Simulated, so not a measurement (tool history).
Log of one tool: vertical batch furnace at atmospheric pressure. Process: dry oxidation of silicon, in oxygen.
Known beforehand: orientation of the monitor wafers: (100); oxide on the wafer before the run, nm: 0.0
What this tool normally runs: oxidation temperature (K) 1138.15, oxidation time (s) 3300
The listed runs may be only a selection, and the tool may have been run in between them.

| run | hour | oxidation temperature (K) | oxidation time (s) | wafers since the last listed run | hours since the last temperature calibration | hours since the boat lift was adjusted | hours since the gauge calibration | read-back reference wafer on the same gauge, thickness | oxide thickness on the monitor wafer (Å) |
|---|---|---|---|---|---|---|---|---|---|
| 1 | 0 | 1138.15 | 3300 | 0 | 2224.3 | 2830.4 | 390.3 | 14.2 | 117.4 |
| 2 | 13.3 | 1138.15 | 3300 | 159 | 2237.6 | 2843.7 | 403.6 | 14.21 | 116.3 |
| 3 | 47.1 | 1123.15 | 2640 | 405 | 2271.4 | 2877.5 | 437.4 | 14.21 | 83.8 |
| 4 | 78.6 | 1138.15 | 3300 | 378 | 2302.9 | 2909 | 468.9 | 14.19 | 117.3 |
|  | 94.9 | gauge calibrated |
| 5 | 109.9 | 1138.15 | 3300 | 375 | 2334.2 | 2940.3 | 15 | 14.2 | 117.3 |
| 6 | 136.4 | 1138.15 | 3300 | 318 | 2360.7 | 2966.8 | 41.5 | 14.18 | 116.5 |
| 7 | 159 | 1138.15 | 3300 | 271 | 2383.3 | 2989.4 | 64.1 | 14.21 | 116.4 |
| 8 | 191.3 | 1138.15 | 3300 | 387 | 2415.6 | 3021.7 | 96.4 | 14.2 | 116.4 |
| 9 | 203.5 | 1138.15 | 3300 | 146 | 2427.8 | 3033.9 | 108.6 | 14.19 | 116.8 |
| 10 | 235.7 | 1138.15 | 3300 | 386 | 2460 | 3066.1 | 140.8 | 14.23 | 115.9 |
| 11 | 250.5 | 1138.15 | 4350 | 177 | 2474.8 | 3080.9 | 155.6 | 14.19 | 140.5 |
| 12 | 263.8 | 1138.15 | 4350 | 159 | 2488.1 | 3094.2 | 168.9 | 14.19 | 141.7 |
| 13 | 290.5 | 1138.15 | 4350 | 320 | 2514.8 | 3120.9 | 195.6 | 14.21 | 140.3 |
| 14 | 305.4 | 1138.15 | 3300 | 178 | 2529.7 | 3135.8 | 210.5 | 14.21 | 116.3 |
| 15 | 329.3 | 1138.15 | 3300 | 286 | 2553.6 | 3159.7 | 234.4 | 14.18 | 115.8 |
| 16 | 357.1 | 1138.15 | 3300 | 333 | 2581.4 | 3187.5 | 262.2 | 14.18 | 116.2 |
| 17 | 372.3 | 1138.15 | 3300 | 182 | 2596.6 | 3202.7 | 277.4 | 14.2 | 115.9 |
| 18 | 392.3 | 1151.15 | 1830 | 240 | 2616.6 | 3222.7 | 297.4 | 14.2 | 89.1 |
| 19 | 413.1 | 1123.15 | 3720 | 249 | 2637.4 | 3243.5 | 318.2 | 14.2 | 105.7 |
| 20 | 427.6 | 1125.15 | 2160 | 174 | 2651.9 | 3258 | 332.7 | 14.21 | 73.1 |
|  | 454.6 | thermocouples replaced and temperature profile calibrated |
| 21 | 455.1 | 1138.15 | 3300 | 42 | 0.5 | 3285.5 | 360.2 | 14.19 | 115.9 |
| 22 | 470 | 1158.15 | 3300 | 178 | 15.4 | 3300.4 | 375.1 | 14.21 | 144.9 |
| 23 | 504.3 | 1138.15 | 3300 | 411 | 49.7 | 3334.7 | 409.4 | 14.2 | 115 |
| 24 | 561 | 1157.15 | 3300 | 680 | 106.4 | 3391.4 | 466.1 | 14.21 | 143 |
|  | 565 | gauge calibrated |
|  | 590.1 | boat lift adjusted |
| 25 | 592 | 1128.15 | 2640 | 84 | 137.4 | 1.9 | 27 | 14.18 | 92.5 |
| 26 | 620.9 | 1138.15 | 3300 | 346 | 166.3 | 30.8 | 55.9 | 14.2 | 121.7 |
| 27 | 638.6 | 1146.15 | 2730 | 212 | 184 | 48.5 | 73.6 | 14.2 | 116.8 |
| 28 | 672.6 | 1138.15 | 3300 | 408 | 218 | 82.5 | 107.6 | 14.21 | 121.7 |
| 29 | 707.6 | 1114.15 | 2130 | 420 | 253 | 117.5 | 142.6 | 14.21 | 66.8 |
| 30 | 740.5 | 1150.15 | 4320 | 394 | 285.9 | 150.4 | 175.5 | 14.2 | 167.2 |
| 31 | 769 | 1148.15 | 3840 | 342 | 314.4 | 178.9 | 204 | 14.21 | 152.4 |
| 32 | 799.2 | 1126.15 | 2670 | 362 | 344.6 | 209.1 | 234.2 | 14.18 | 90.2 |
| 33 | 818.7 | 1138.15 | 4740 | 234 | 364.1 | 228.6 | 253.7 | 14.22 | 155.9 |
| 34 | 837 | 1115.15 | 4230 | 219 | 382.4 | 246.9 | 272 | 14.2 | 110.9 |
| 35 | 858.2 | 1138.15 | 3300 | 254 | 403.6 | 268.1 | 293.2 | 14.21 | 121.7 |

3 options for the next run, each taken on its own from the tool as it stands now. Forecast them:
| A | 863.9 | 1127.15 | 3300 | 68 | 409.3 | 273.8 | 298.9 | ? | ? |
| B | 863.9 | 1125.15 | 2250 | 68 | 409.3 | 273.8 | 298.9 | ? | ? |
| C | 863.9 | 1129.15 | 3300 | 68 | 409.3 | 273.8 | 298.9 | ? | ? |

| run | read-back reference wafer on the same gauge, thickness | oxide thickness on the monitor wafer (Å) |
|---|---|---|
| A | 14.2 | 106.9 |
| B | 14.2 | 79.4 |
| C | 14.2 | 109.5 |
With the hidden condition removed and each run's random variation left untouched, the same runs would have given:
| run | oxide thickness on the monitor wafer (Å) |
|---|---|
| A | 107.1 |
| B | 79.5 |
| C | 109.7 |
